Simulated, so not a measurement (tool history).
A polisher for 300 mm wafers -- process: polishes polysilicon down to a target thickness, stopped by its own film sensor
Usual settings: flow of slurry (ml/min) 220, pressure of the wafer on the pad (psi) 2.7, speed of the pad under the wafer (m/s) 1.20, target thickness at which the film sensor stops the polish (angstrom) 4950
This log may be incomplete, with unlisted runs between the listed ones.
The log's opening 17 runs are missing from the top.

run,hour,flow of slurry (ml/min),pressure of the wafer on the pad (psi),speed of the pad under the wafer (m/s),target thickness at which the film sensor stops the polish (angstrom),wafers since the last listed run,wafers polished on this pad,hours since the slurry nozzle was cleaned,hours since the head pressure was calibrated,"incoming thickness of the incoming film, nm",time until the film sensor stopped the polish (s)
18,1018.4,220,2.7,1.20,4950,232,649,648.9,951.3,1026.4,49.7
19,1047.4,220,2.1,1.20,4950,177,826,677.9,980.3,1046.2,67.1
20,1074.5,165,2.7,1.56,4950,165,992,705.0,1007.4,1018.1,38.9
21,1244.5,165,1.9,0.92,4950,1037,2029,875.0,1177.4,1020.1,95.6
22,1273.5,190,2.1,1.20,3810,177,2206,904.0,1206.4,1021.8,80.0
23,1318.0,170,2.1,0.96,6760,271,2478,948.5,1250.9,1031.9,55.2
# hour 1339.1: slurry nozzle cleaned
# hour 1363.7: worn pad replaced by a new one
24,1369.6,220,2.7,1.20,4950,284,36,30.5,1302.5,1033.3,52.6
25,1426.6,170,2.0,1.20,6440,347,384,87.5,1359.5,1025.0,49.3
26,1481.5,220,1.8,1.48,4950,335,719,142.4,1414.4,1038.5,63.1
27,1506.0,220,2.5,1.06,5760,149,868,166.9,1438.9,1038.1,54.3
28,1530.6,220,2.7,1.20,4950,150,1019,191.5,1463.5,1048.7,52.5
# hour 1619.2: head pressure recalibrated
29,1631.0,220,2.4,1.20,3930,600,1619,291.9,11.8,1017.9,66.9
30,1683.1,280,2.7,0.90,4950,318,1937,344.0,63.9,1027.2,66.2
31,1729.9,220,2.7,1.20,4950,285,2223,390.8,110.7,1036.9,50.7
32,1766.8,220,2.7,1.20,4950,225,2448,427.7,147.6,1036.4,50.8
33,1816.2,240,2.7,1.20,5700,301,2750,477.1,197.0,1031.0,43.9
# hour 1891.1: worn pad replaced by a new one
34,1984.9,175,2.7,1.06,5780,1005,572,645.8,365.7,1037.4,49.6
35,2040.5,220,2.7,1.20,4950,339,911,701.4,421.3,1034.7,50.5
36,2097.8,185,2.7,1.20,3250,349,1261,758.7,478.6,1024.6,66.2
37,2140.5,240,2.7,1.20,5780,260,1522,801.4,521.3,1032.2,42.9

Branching from run 37: 4 alternative next runs. What would each branch give?
A,2140.9,220,2.0,1.20,4950,2,1524,801.8,521.7,1022.4,?
B,2140.9,290,2.4,1.20,3680,2,1524,801.8,521.7,1022.4,?
C,2140.9,220,2.7,1.20,6810,2,1524,801.8,521.7,1022.4,?
D,2140.9,220,1.9,1.42,4950,2,1524,801.8,521.7,1022.4,?

run,time until the film sensor stopped the polish (s)
A,68.0
B,68.6
C,32.6
D,60.5
The same runs, with their run-to-run variation unchanged, on a tool lacking any hidden condition would have given:
run,time until the film sensor stopped the polish (s)
A,68.0
B,68.6
C,32.6
D,60.5
